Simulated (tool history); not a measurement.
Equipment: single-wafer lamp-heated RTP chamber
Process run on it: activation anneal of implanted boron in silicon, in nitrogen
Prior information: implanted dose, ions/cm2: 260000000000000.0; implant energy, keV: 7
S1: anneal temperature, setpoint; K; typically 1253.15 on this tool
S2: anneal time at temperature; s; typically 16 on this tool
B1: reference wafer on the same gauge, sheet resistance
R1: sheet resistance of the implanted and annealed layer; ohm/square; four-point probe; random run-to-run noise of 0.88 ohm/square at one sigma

Run 1, hour 0.0: usual settings; B1 507.06. Result: R1 448.11 ohm/square.
Run 2, hour 20.6: usual settings; B1 507.05. Result: R1 447.32 ohm/square.
Run 3, hour 37.5: usual settings; B1 507.11. Result: R1 448.31 ohm/square.
Run 4, hour 51.5: usual settings; B1 506.92. Result: R1 447.24 ohm/square.
Run 5, hour 69.3: usual settings; B1 506.97. Result: R1 446.30 ohm/square.
At hour 102.5: gauge calibrated.
Run 6, hour 104.4: usual settings; B1 507.24. Result: R1 446.67 ohm/square.
Run 7, hour 127.5: usual settings but S2 21 s; B1 506.95. Result: R1 445.22 ohm/square.
At hour 147.2: reflector plate cleaned.
Run 8, hour 147.7: usual settings but S1 1279.15 K, S2 8 s; B1 506.80. Result: R1 445.54 ohm/square.
Run 9, hour 153.7: usual settings; B1 507.12. Result: R1 445.37 ohm/square.
At hour 177.4: pyrometer window cleaned and pyrometer calibrated.
Run 10, hour 177.9: usual settings; B1 506.98. Result: R1 451.81 ohm/square.
Run 11, hour 196.3: usual settings but S1 1265.15 K; B1 506.91. Result: R1 446.20 ohm/square.

Estimate the outcome of run 12 from the log above:
Run 12, hour 229.3: usual settings but S1 1234.15 K, S2 19 s; B1 ?. Result: R1 ?.

{"run 12": {"B1": 506.84, "R1": 465.23}}
If the tool had no hidden condition, the same run with the same run-to-run variation would have returned R1 468.38 ohm/square.

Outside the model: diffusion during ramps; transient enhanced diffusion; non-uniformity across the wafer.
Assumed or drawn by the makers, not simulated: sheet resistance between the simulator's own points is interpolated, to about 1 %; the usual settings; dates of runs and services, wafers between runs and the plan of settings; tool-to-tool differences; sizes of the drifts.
